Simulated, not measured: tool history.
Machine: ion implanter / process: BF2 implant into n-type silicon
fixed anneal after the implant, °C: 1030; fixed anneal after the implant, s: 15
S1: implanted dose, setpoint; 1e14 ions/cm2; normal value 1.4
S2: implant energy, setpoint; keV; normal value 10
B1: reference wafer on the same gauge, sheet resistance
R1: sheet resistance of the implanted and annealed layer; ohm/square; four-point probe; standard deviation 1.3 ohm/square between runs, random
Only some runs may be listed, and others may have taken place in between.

run 1 hour=0 | S1=1.4 S2=10 | B1=1033.85 | R1=824.27
run 2 hour=16.1 | S1=1.4 S2=10 | B1=1034.97 | R1=825.32
-- hour=22.6 gauge calibrated
run 3 hour=27 | S1=1.11 S2=8 | B1=1033.34 | R1=1041.7
run 4 hour=44.9 | S1=1.11 S2=8 | B1=1034.26 | R1=1038.7
run 5 hour=60.8 | S1=1.11 S2=8 | B1=1034.7 | R1=1039.76
run 6 hour=70.9 | S1=1.4 S2=10 | B1=1034.26 | R1=820.91
run 7 hour=77.3 | S1=1.4 S2=10 | B1=1034.41 | R1=819.83
-- hour=91.5 extraction supply calibrated
run 8 hour=92 | S1=1.68 S2=7.5 | B1=1034.19 | R1=727.07
run 9 hour=104.2 | S1=1.4 S2=10 | B1=1034.32 | R1=822.18
run 10 hour=118.3 | S1=1.4 S2=12.5 | B1=1034.82 | R1=798.01
-- hour=130.4 Faraday cup replaced and dose calibrated
run 11 hour=130.9 | S1=1.4 S2=10 | B1=1033.49 | R1=866.41
-- hour=135.2 gauge calibrated
run 12 hour=142 | S1=1.01 S2=10 | B1=1034.77 | R1=1152.21

Estimate the outcome of run 13 from the log above:
run 13 hour=150.5 | S1=1.64 S2=10 | B1=? | R1=?

{"run 13": {"B1": 1034.29, "R1": 750.37}}
Without the tool's hidden state the same run would have given R1 749.1 ohm/square.

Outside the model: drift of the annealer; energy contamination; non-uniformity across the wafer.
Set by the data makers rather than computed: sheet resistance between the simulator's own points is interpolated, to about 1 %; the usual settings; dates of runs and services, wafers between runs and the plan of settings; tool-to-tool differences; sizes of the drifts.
